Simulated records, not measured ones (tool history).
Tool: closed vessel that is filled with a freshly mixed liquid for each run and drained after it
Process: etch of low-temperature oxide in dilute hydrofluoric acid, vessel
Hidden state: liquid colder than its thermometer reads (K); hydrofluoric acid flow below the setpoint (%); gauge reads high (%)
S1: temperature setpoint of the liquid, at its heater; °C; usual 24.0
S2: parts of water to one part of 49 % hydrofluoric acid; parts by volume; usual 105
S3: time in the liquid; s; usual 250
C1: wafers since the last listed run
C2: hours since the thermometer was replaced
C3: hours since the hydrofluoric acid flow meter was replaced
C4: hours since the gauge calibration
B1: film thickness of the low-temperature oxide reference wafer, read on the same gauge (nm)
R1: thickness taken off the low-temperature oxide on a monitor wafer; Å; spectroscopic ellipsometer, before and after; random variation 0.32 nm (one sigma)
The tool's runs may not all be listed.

run    hour    S1   S2   S3     C1      C2      C3      C4      B1      R1
  1     0.0  24.0  105  250      0  1773.2   907.4    35.2  130.02   453.7
  2    64.2  24.0  105  250   6177  1837.4   971.6    99.4  130.01   458.4
  3   100.5  24.0  105  250   3493  1873.7  1007.9   135.7  130.01   451.2
  4   171.6  24.0  105  250   6841  1944.8  1079.0   206.8  130.00   454.3
  5   225.8  24.0  105  250   5215  1999.0  1133.2   261.0  130.00   450.2
  6   263.8  24.0  105  250   3656  2037.0  1171.2   299.0  130.01   449.5
  7   315.9  24.0  105  250   5013  2089.1  1223.3   351.1  129.99   450.1
      360.9  -- thermometer replaced
      369.4  -- hydrofluoric acid flow meter replaced
  8   382.9  24.0  105  250   6254    22.0    13.5   418.1  130.00   512.1
  9   427.5  24.0  105  290   4291    66.6    58.1   462.7  130.02   602.3
 10   479.7  24.0  105  290   5023   118.8   110.3   514.9  129.99   594.8
 11   538.4  29.0   60  250   5648   177.5   169.0   573.6  130.01  1149.5
 12   675.4  24.0  105  250  13183   314.5   306.0   710.6  129.99   498.6
 13   725.3  24.0  105  250   4801   364.4   355.9   760.5  130.00   499.1
 14   845.0  22.0  105  315  11518   484.1   475.6   880.2  130.01   575.4
 15   878.1  24.0  105  250   3185   517.2   508.7   913.3  129.99   492.5
 16   947.7  19.5   65  335   6697   586.8   578.3   982.9  130.01   921.8
 17  1017.4  29.0  120  350   6707   656.5   648.0  1052.6  130.01   704.8
 18  1078.0  24.0   90  250   5831   717.1   708.6  1113.2  129.99   576.0
 19  1113.7  24.0  105  250   3435   752.8   744.3  1148.9  130.01   483.8
     1134.4  -- gauge calibrated
 20  1184.0  27.5   75  330   6764   823.1   814.6    49.6  129.99  1056.8
 21  1210.6  24.0  105  250   2559   849.7   841.2    76.2  130.02   477.9
 22  1241.4  21.5  145  250   2963   880.5   872.0   107.0  130.02   296.8
 23  1277.9  27.5  105  250   3512   917.0   908.5   143.5  129.99   539.8
 24  1326.8  24.0  105  250   4705   965.9   957.4   192.4  129.99   469.7
 25  1354.9  24.0  105  250   2704   994.0   985.5   220.5  129.98   470.0

The next listed run, before its measurement:
 26  1393.5  22.5  65  355  3714  1032.6  1024.1  259.1   ?   ?

B1: 130.00
R1: 1066.5 Å
Without the tool's hidden state the same run would have given R1 1193.6 Å.
